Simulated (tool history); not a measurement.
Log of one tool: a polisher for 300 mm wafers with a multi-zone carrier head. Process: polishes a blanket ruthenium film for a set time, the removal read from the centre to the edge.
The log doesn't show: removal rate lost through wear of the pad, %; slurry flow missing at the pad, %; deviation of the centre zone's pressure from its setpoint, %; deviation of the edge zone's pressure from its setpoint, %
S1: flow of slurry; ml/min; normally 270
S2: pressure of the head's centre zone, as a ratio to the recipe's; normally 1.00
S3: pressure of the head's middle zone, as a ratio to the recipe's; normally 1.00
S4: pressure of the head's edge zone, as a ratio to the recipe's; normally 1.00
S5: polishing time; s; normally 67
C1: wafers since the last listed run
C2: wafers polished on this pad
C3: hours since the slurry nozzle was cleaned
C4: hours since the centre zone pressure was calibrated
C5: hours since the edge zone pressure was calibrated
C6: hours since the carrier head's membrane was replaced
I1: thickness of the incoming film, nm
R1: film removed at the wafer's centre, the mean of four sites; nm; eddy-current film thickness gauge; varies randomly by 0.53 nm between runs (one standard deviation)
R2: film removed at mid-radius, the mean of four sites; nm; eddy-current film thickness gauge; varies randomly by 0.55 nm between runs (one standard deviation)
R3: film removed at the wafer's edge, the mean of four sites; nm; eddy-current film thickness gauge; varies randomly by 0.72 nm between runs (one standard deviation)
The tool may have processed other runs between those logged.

run	day	S1	S2	S3	S4	S5	C1	C2	C3	C4	C5	C6	I1	R1	R2	R3
1	0.000	270	1.00	1.00	1.00	67	0	3	847.1	415.3	440.0	164.9	417.8	82.6	83.2	83.9
2	1.758	270	1.00	1.00	1.00	67	255	258	889.3	457.5	482.2	207.1	417.3	81.9	82.6	83.9
3	5.146	270	1.00	1.00	1.00	67	491	750	970.6	538.8	563.5	288.4	426.4	81.5	82.8	82.3
# day 5.475: slurry nozzle cleaned
4	8.971	240	1.00	1.00	1.00	67	549	1299	83.9	630.6	655.3	380.2	412.4	83.5	83.8	84.3
5	10.804	270	1.00	1.00	1.00	67	266	1565	127.9	674.6	699.3	424.2	424.3	84.0	86.1	85.3
# day 12.321: carrier head's membrane replaced by a new one
6	12.704	220	0.96	0.93	1.00	67	245	1811	173.5	720.2	744.9	9.2	416.2	77.9	77.5	83.3
7	15.371	270	1.00	1.00	1.00	67	387	2198	237.5	784.2	808.9	73.2	423.8	83.0	83.7	84.0
# day 18.396: centre zone pressure recalibrated
8	18.433	200	1.04	1.00	1.00	67	432	2630	311.0	0.9	882.4	146.7	420.9	80.7	77.7	80.5
9	21.025	180	1.00	1.00	1.00	67	376	3007	373.2	63.1	944.6	208.9	421.3	74.7	74.9	78.4
# day 23.542: worn pad replaced by a new one
10	25.025	270	1.00	1.00	1.09	67	556	215	469.2	159.1	1040.6	304.9	419.5	83.2	83.7	89.1
11	28.904	270	1.00	0.94	0.96	67	563	778	562.3	252.2	1133.7	398.0	419.6	82.9	79.0	82.5
12	31.150	355	1.04	1.00	0.96	58	326	1104	616.2	306.1	1187.6	451.9	420.7	77.2	74.1	73.4
# day 32.288: edge zone pressure recalibrated
# day 33.808: carrier head's membrane replaced by a new one
13	35.321	270	1.00	1.00	1.00	67	563	1667	716.3	406.2	72.8	36.3	421.0	82.0	82.0	82.6
14	39.704	270	1.00	1.04	1.00	61	636	2304	821.5	511.4	178.0	141.5	411.9	74.0	77.7	76.7
15	41.633	270	1.00	1.00	1.00	67	280	2584	867.8	557.7	224.3	187.8	411.5	81.4	81.0	82.7
16	44.658	270	1.00	1.11	0.96	53	439	3023	940.4	630.3	296.9	260.4	420.1	64.1	69.8	63.8
# day 46.042: slurry nozzle cleaned
# day 46.425: worn pad replaced by a new one
17	47.979	305	1.00	1.00	1.00	67	451	225	46.5	710.0	376.6	340.1	426.8	86.6	87.0	85.2
18	50.883	270	1.00	1.09	1.00	83	421	647	116.2	779.7	446.3	409.8	418.9	102.9	112.2	105.7
19	52.762	270	1.00	1.00	1.00	67	272	920	161.3	824.8	491.4	454.9	415.7	84.3	83.9	83.8
# day 53.371: carrier head's membrane replaced by a new one
20	55.196	270	1.12	1.08	1.12	74	323	1243	219.7	883.2	549.8	43.8	423.3	102.9	98.8	100.5
21	57.308	325	0.95	1.07	1.00	73	306	1549	270.4	933.9	600.5	94.5	418.9	87.4	98.9	93.2

A few steps of R1 between consecutive runs. Split each: what settings, incoming material and random variation would produce without the hidden state, and what is left over for the hidden state, along with gauge scatter present in only one of the two compared results (measured, and without hidden state):
Run 3 -> 4: S1 270 -> 240, slurry nozzle cleaned. R1 +2.0 nm: hidden state +3.0, all else -1.0.
Run 16 -> 17: S1 270 -> 305, S3 1.11 -> 1.00, S4 0.96 -> 1.00, S5 53 -> 67, slurry nozzle cleaned, worn pad replaced by a new one. R1 +22.5 nm: hidden state +3.9, all else +18.6.
Run 18 -> 19: S3 1.09 -> 1.00, S5 83 -> 67. R1 -18.6 nm: hidden state +0.0, all else -18.6.
